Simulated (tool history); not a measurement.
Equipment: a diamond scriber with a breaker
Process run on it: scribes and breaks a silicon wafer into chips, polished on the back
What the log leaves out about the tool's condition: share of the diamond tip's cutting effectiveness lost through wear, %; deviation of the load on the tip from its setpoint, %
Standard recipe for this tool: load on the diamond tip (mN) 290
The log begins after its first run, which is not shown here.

run   hour  load on the diamond tip (mN)  wafers since the last listed run  hours since the diamond tip was replaced  hours since the load on the tip was calibrated  incoming depth of the damage left on the back of the incoming wafer, um  depth of the median crack under the scribed line (nm)  chips rejected at inspection after the break (%)
  2   59.4                           290                               238                                     230.2                                           816.3                                                                     0.02                                                  10860                                              1.66
  3  127.4                           290                               273                                     298.2                                           884.3                                                                     0.02                                                  10810                                              2.03
  4  155.1                           264                               111                                     325.9                                             912                                                                     0.05                                                  10150                                              3.29
  5  183.5                           264                               114                                     354.3                                           940.4                                                                     0.03                                                  10180                                              3.64
     194.1  -- diamond tip replaced by a new one
  6  210.7                           264                               101                                      16.6                                           967.6                                                                     0.03                                                  10140                                              3.54
  7  248.2                           290                               150                                      54.1                                          1005.1                                                                     0.03                                                  10600                                              1.98
  8  309.3                           290                               245                                     115.2                                          1066.2                                                                     0.03                                                  10780                                              2.13
  9    368                           290                               235                                     173.9                                          1124.9                                                                     0.01                                                  10580                                              2.05
 10    401                           261                               132                                     206.9                                          1157.9                                                                     0.03                                                  10030                                              4.01
 11  452.5                           261                               207                                     258.4                                          1209.4                                                                     0.04                                                   9920                                              4.13
 12  492.8                           290                               162                                     298.7                                          1249.7                                                                     0.01                                                  10520                                              2.08
 13  518.3                           290                               102                                     324.2                                          1275.2                                                                     0.01                                                  10500                                              2.35
 14  546.7                           290                               114                                     352.6                                          1303.6                                                                     0.03                                                  10740                                              2.21
       572  -- diamond tip replaced by a new one
 15  580.7                           290                               128                                       8.7                                          1337.6                                                                     0.04                                                  10370                                              2.11
 16  609.6                           353                               116                                      37.6                                          1366.5                                                                     0.02                                                  11960                                              2.08
 17  680.8                           353                               286                                     108.8                                          1437.7                                                                     0.02                                                  11840                                               1.9
 18  721.6                           353                               164                                     149.6                                          1478.5                                                                     0.04                                                  11920                                              1.88
     776.7  -- load on the tip recalibrated
 19  792.8                           290                               278                                     220.8                                            16.1                                                                     0.04                                                  11460                                              1.64
 20  830.2                           290                               150                                     258.2                                            53.5                                                                     0.03                                                  11290                                              1.66

What does the tool deliver on the next run?
 21  893.3                           247                               253                                     321.3                                           116.6                                                                     0.04                                                      ?                                                 ?

{"run 21": {"depth of the median crack under the scribed line (nm)": 10210, "chips rejected at inspection after the break (%)": 3.54}}
With the hidden condition absent and the run-to-run variation left alone, this run would have shown depth of the median crack under the scribed line (nm) 10210, chips rejected at inspection after the break (%) 3.55.
